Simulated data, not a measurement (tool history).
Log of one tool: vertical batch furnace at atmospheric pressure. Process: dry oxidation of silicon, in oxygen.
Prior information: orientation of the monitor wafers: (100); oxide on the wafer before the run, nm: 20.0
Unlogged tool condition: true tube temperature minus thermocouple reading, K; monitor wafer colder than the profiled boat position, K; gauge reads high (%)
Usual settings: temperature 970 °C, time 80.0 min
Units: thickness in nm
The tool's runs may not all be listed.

run    hour  temperature   time  wafers since the last listed run  hours since the last temperature calibration  hours since the boat lift was adjusted  hours since the gauge calibration  read-back reference wafer on the same gauge, thickness  thickness
  1     0.0          960   80.0                                 0                                        1041.6                                  4376.0                              429.2                                                   42.30      48.38
  2    77.5          986   89.5                              1103                                        1119.1                                  4453.5                              506.7                                                   42.31      60.13
  3   136.4          986   89.5                               838                                        1178.0                                  4512.4                              565.6                                                   42.29      60.00
  4   178.8          951   80.0                               603                                        1220.4                                  4554.8                              608.0                                                   42.31      45.69
  5   280.4          951   80.0                              1446                                        1322.0                                  4656.4                              709.6                                                   42.31      45.54
  6   341.0          953  111.5                               862                                        1382.6                                  4717.0                              770.2                                                   42.29      55.40
  7   434.3          953  111.5                              1327                                        1475.9                                  4810.3                              863.5                                                   42.31      55.49
      536.8  -- thermocouples replaced and temperature profile calibrated
  8   540.7          953  111.5                              1172                                           3.9                                  4916.7                              969.9                                                   42.28      53.85
  9   595.3          970   80.0                               777                                          58.5                                  4971.3                             1024.5                                                   42.29      50.05
 10   641.6          970   80.0                               659                                         104.8                                  5017.6                             1070.8                                                   42.28      50.15
 11   695.8          970   80.0                               771                                         159.0                                  5071.8                             1125.0                                                   42.29      50.09
 12   774.3          970   80.0                              1117                                         237.5                                  5150.3                             1203.5                                                   42.32      50.40
 13   833.2          989  113.0                               838                                         296.4                                  5209.2                             1262.4                                                   42.29      69.22
      853.0  -- gauge calibrated
      946.2  -- boat lift adjusted
 14  1051.5          994   56.5                              2765                                         514.7                                   105.3                              198.5                                                   42.31      49.93
 15  1104.6          953  111.5                               755                                         567.8                                   158.4                              251.6                                                   42.32      56.21
 16  1198.0          949   80.0                              1329                                         661.2                                   251.8                              345.0                                                   42.29      45.68
 17  1305.2          954  118.0                              1525                                         768.4                                   359.0                              452.2                                                   42.32      58.67
 18  1361.2          989   59.0                               797                                         824.4                                   415.0                              508.2                                                   42.32      49.20
 19  1412.6          949  103.5                               731                                         875.8                                   466.4                              559.6                                                   42.31      52.51
 20  1455.4          970   80.0                               609                                         918.6                                   509.2                              602.4                                                   42.29      51.93
 21  1546.5          979  111.5                              1296                                        1009.7                                   600.3                              693.5                                                   42.31      66.28

Branching from run 21: 5 alternative next runs. What would each branch give?
  A  1551.4          970   80.0                                69                                        1014.6                                   605.2                              698.4                                                       ?          ?
  B  1551.4          956   68.0                                69                                        1014.6                                   605.2                              698.4                                                       ?          ?
  C  1551.4          970   63.5                                69                                        1014.6                                   605.2                              698.4                                                       ?          ?
  D  1551.4          952  107.0                                69                                        1014.6                                   605.2                              698.4                                                       ?          ?
  E  1551.4          987   63.0                                69                                        1014.6                                   605.2                              698.4                                                       ?          ?

run  read-back reference wafer on the same gauge, thickness  thickness
  A                                                   42.31      51.88
  B                                                   42.31      44.06
  C                                                   42.31      45.85
  D                                                   42.31      54.81
  E                                                   42.31      50.50
What these runs would have given with no unlogged condition in the tool:
run  thickness
  A      51.09
  B      43.32
  C      45.20
  D      53.72
  E      49.55
